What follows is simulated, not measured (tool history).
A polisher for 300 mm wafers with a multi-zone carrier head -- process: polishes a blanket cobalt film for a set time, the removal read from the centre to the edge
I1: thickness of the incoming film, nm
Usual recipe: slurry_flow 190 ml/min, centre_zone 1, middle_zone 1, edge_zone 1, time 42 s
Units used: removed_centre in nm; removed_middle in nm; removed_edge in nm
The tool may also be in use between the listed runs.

{"run": 1, "day": 0.0, "slurry_flow": 190, "centre_zone": 1, "middle_zone": 1, "edge_zone": 1, "time": 42, "I1": 1519.1, "removed_centre": 180, "removed_middle": 186.7, "removed_edge": 189.7}
{"run": 2, "day": 1.421, "slurry_flow": 190, "centre_zone": 1, "middle_zone": 1, "edge_zone": 1, "time": 42, "I1": 1507.3, "removed_centre": 165.2, "removed_middle": 175, "removed_edge": 181.2}
{"run": 3, "day": 2.075, "slurry_flow": 190, "centre_zone": 1, "middle_zone": 0.93, "edge_zone": 0.96, "time": 50, "I1": 1531.5, "removed_centre": 180, "removed_middle": 181.3, "removed_edge": 202.1}
{"run": 4, "day": 2.671, "slurry_flow": 190, "centre_zone": 1, "middle_zone": 1, "edge_zone": 1, "time": 42, "I1": 1511.9, "removed_centre": 143, "removed_middle": 148.5, "removed_edge": 165.9}
{"day": 3.129, "done": "slurry nozzle cleaned"}
{"run": 5, "day": 3.25, "slurry_flow": 190, "centre_zone": 1, "middle_zone": 1, "edge_zone": 1, "time": 42, "I1": 1514, "removed_centre": 208.6, "removed_middle": 206.9, "removed_edge": 210.9}
{"run": 6, "day": 4.171, "slurry_flow": 160, "centre_zone": 1, "middle_zone": 1, "edge_zone": 1, "time": 51, "I1": 1516, "removed_centre": 236.2, "removed_middle": 241.6, "removed_edge": 239.1}
{"run": 7, "day": 5.683, "slurry_flow": 190, "centre_zone": 0.94, "middle_zone": 1, "edge_zone": 1, "time": 42, "I1": 1517.6, "removed_centre": 192.1, "removed_middle": 207.3, "removed_edge": 204.1}
{"run": 8, "day": 6.846, "slurry_flow": 190, "centre_zone": 1, "middle_zone": 0.95, "edge_zone": 1, "time": 42, "I1": 1530.7, "removed_centre": 201.6, "removed_middle": 197.4, "removed_edge": 203.8}
{"run": 9, "day": 7.542, "slurry_flow": 190, "centre_zone": 0.97, "middle_zone": 1.05, "edge_zone": 0.96, "time": 42, "I1": 1541.3, "removed_centre": 193.7, "removed_middle": 214.3, "removed_edge": 206.1}
{"day": 8.262, "done": "worn pad replaced by a new one"}
{"run": 10, "day": 8.325, "slurry_flow": 190, "centre_zone": 1, "middle_zone": 1, "edge_zone": 1, "time": 47, "I1": 1534.3, "removed_centre": 227.3, "removed_middle": 226.4, "removed_edge": 229.5}
{"run": 11, "day": 8.838, "slurry_flow": 190, "centre_zone": 1, "middle_zone": 1, "edge_zone": 1, "time": 42, "I1": 1503.6, "removed_centre": 202.2, "removed_middle": 207.3, "removed_edge": 206.3}
{"run": 12, "day": 10.129, "slurry_flow": 190, "centre_zone": 1, "middle_zone": 1, "edge_zone": 1, "time": 51, "I1": 1531.9, "removed_centre": 244.9, "removed_middle": 238.3, "removed_edge": 244.6}

Run 13 is up next; what results do you expect?
{"run": 13, "day": 11.629, "slurry_flow": 190, "centre_zone": 0.91, "middle_zone": 1, "edge_zone": 1, "time": 42, "I1": 1521.3, "removed_centre": "?", "removed_middle": "?", "removed_edge": "?"}

Run 13 yielded removed_centre 175.7 nm, removed_middle 197.6 nm, removed_edge 199.5 nm.
The same run, on a tool lacking any hidden state, would have yielded removed_centre 187.6 nm, removed_middle 209.5 nm, removed_edge 208.2 nm.
